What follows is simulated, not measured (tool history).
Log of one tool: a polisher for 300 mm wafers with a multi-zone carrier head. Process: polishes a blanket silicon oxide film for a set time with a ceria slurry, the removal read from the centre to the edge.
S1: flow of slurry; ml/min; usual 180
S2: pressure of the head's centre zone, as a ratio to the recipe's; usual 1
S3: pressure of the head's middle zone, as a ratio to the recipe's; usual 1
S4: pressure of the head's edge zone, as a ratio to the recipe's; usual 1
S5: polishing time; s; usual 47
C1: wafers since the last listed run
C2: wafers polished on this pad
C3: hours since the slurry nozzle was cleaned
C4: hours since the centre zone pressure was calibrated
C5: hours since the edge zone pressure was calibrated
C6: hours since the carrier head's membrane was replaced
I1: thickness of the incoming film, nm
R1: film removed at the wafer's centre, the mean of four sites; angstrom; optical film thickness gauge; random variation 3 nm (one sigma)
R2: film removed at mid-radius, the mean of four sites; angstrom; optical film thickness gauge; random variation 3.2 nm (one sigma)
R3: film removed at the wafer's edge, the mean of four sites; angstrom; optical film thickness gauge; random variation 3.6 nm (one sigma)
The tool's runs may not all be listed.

| run | day | S1 | S2 | S3 | S4 | S5 | C1 | C2 | C3 | C4 | C5 | C6 | I1 | R1 | R2 | R3 |
|---|---|---|---|---|---|---|---|---|---|---|---|---|---|---|---|---|
| 1 | 0 | 180 | 1 | 1 | 1 | 47 | 0 | 637 | 658.6 | 475.7 | 817.8 | 570.8 | 1673.3 | 2354 | 2433 | 2371 |
| 2 | 1.179 | 180 | 1 | 1 | 1 | 47 | 214 | 852 | 686.9 | 504 | 846.1 | 599.1 | 1686.9 | 2393 | 2320 | 2331 |
| 3 | 2.5 | 180 | 1 | 1.07 | 1 | 47 | 240 | 1093 | 718.6 | 535.7 | 877.8 | 630.8 | 1685.4 | 2251 | 2422 | 2235 |
|  | 3.396 | worn pad replaced by a new one |
| 4 | 3.662 | 180 | 1 | 1.07 | 1 | 47 | 181 | 48 | 746.5 | 563.6 | 905.7 | 658.7 | 1674.4 | 2463 | 2730 | 2498 |
| 5 | 4.9 | 180 | 1 | 1.07 | 1 | 47 | 225 | 274 | 776.2 | 593.3 | 935.4 | 688.4 | 1680.9 | 2484 | 2608 | 2416 |
| 6 | 5.546 | 180 | 1 | 1 | 1 | 47 | 117 | 391 | 791.7 | 608.8 | 950.9 | 703.9 | 1679.4 | 2430 | 2448 | 2432 |
| 7 | 6.171 | 180 | 1 | 1 | 1 | 47 | 113 | 505 | 806.7 | 623.8 | 965.9 | 718.9 | 1717 | 2362 | 2392 | 2432 |
|  | 6.954 | slurry nozzle cleaned |
| 8 | 7.454 | 180 | 1 | 1 | 1 | 47 | 226 | 731 | 12 | 654.6 | 996.7 | 749.7 | 1669.9 | 2333 | 2326 | 2365 |
| 9 | 8.375 | 180 | 1 | 1 | 1 | 47 | 167 | 899 | 34.1 | 676.7 | 1018.8 | 771.8 | 1669.7 | 2331 | 2384 | 2255 |
| 10 | 9.121 | 180 | 1 | 1 | 1 | 47 | 135 | 1035 | 52 | 694.6 | 1036.7 | 789.7 | 1677.2 | 2300 | 2304 | 2259 |
|  | 9.579 | worn pad replaced by a new one |
| 11 | 10.454 | 180 | 0.96 | 1 | 0.92 | 38 | 212 | 159 | 84 | 726.6 | 1068.7 | 821.7 | 1729.5 | 1916 | 2008 | 1931 |
| 12 | 11.183 | 140 | 1 | 1.05 | 0.97 | 47 | 132 | 292 | 101.5 | 744.1 | 1086.2 | 839.2 | 1698.3 | 2317 | 2459 | 2277 |
| 13 | 12.358 | 180 | 1 | 1 | 1.08 | 59 | 214 | 506 | 129.7 | 772.3 | 1114.4 | 867.4 | 1713.2 | 2928 | 2968 | 3108 |
|  | 12.979 | edge zone pressure recalibrated |
| 14 | 12.996 | 180 | 1 | 1 | 1 | 47 | 100 | 607 | 145 | 787.6 | 0.4 | 882.7 | 1684.9 | 2349 | 2432 | 2317 |
| 15 | 13.967 | 180 | 1 | 1.09 | 1 | 42 | 176 | 784 | 168.3 | 810.9 | 23.7 | 906 | 1707 | 2050 | 2209 | 2045 |
|  | 14.188 | carrier head's membrane replaced by a new one |
|  | 14.596 | centre zone pressure recalibrated |
| 16 | 14.712 | 200 | 1 | 1 | 1 | 47 | 82 | 867 | 186.2 | 2.8 | 41.6 | 12.6 | 1704.9 | 2362 | 2342 | 2264 |
| 17 | 15.571 | 245 | 1 | 1 | 1 | 42 | 156 | 1023 | 206.8 | 23.4 | 62.2 | 33.2 | 1711.9 | 2069 | 2098 | 2012 |
|  | 16.462 | worn pad replaced by a new one |
| 18 | 19.529 | 125 | 1 | 0.97 | 1 | 47 | 690 | 558 | 301.8 | 118.4 | 157.2 | 128.2 | 1690.2 | 2192 | 2117 | 2266 |
| 19 | 20.238 | 180 | 1 | 1 | 1 | 47 | 129 | 687 | 318.8 | 135.4 | 174.2 | 145.2 | 1685.1 | 2361 | 2368 | 2347 |
| 20 | 21.467 | 180 | 1 | 1 | 1 | 47 | 223 | 911 | 348.3 | 164.9 | 203.7 | 174.7 | 1727.2 | 2298 | 2323 | 2273 |
| 21 | 22.267 | 180 | 1 | 1 | 1 | 33 | 145 | 1057 | 367.5 | 184.1 | 222.9 | 193.9 | 1687.2 | 1624 | 1600 | 1640 |
| 22 | 23.492 | 215 | 1 | 0.9 | 1 | 47 | 223 | 1280 | 396.9 | 213.5 | 252.3 | 223.3 | 1680.3 | 2291 | 2114 | 2286 |

4 ways to go on from here, each from the tool as it stands after run 22. What would each give?
| A | 23.508 | 180 | 1.06 | 1 | 1 | 47 | 3 | 1283 | 397.3 | 213.9 | 252.7 | 223.7 | 1712.3 | ? | ? | ? |
| B | 23.508 | 145 | 1 | 1 | 1 | 47 | 3 | 1283 | 397.3 | 213.9 | 252.7 | 223.7 | 1712.3 | ? | ? | ? |
| C | 23.508 | 180 | 1.11 | 1 | 1 | 47 | 3 | 1283 | 397.3 | 213.9 | 252.7 | 223.7 | 1712.3 | ? | ? | ? |
| D | 23.508 | 180 | 1 | 1 | 1 | 56 | 3 | 1283 | 397.3 | 213.9 | 252.7 | 223.7 | 1712.3 | ? | ? | ? |

| run | R1 | R2 | R3 |
|---|---|---|---|
| A | 2355 | 2224 | 2199 |
| B | 2115 | 2130 | 2131 |
| C | 2467 | 2223 | 2199 |
| D | 2646 | 2651 | 2620 |
Without the tool's hidden state the same runs would have given:
| run | R1 | R2 | R3 |
|---|---|---|---|
| A | 2704 | 2553 | 2524 |
| B | 2429 | 2446 | 2447 |
| C | 2833 | 2553 | 2524 |
| D | 3038 | 3043 | 3008 |
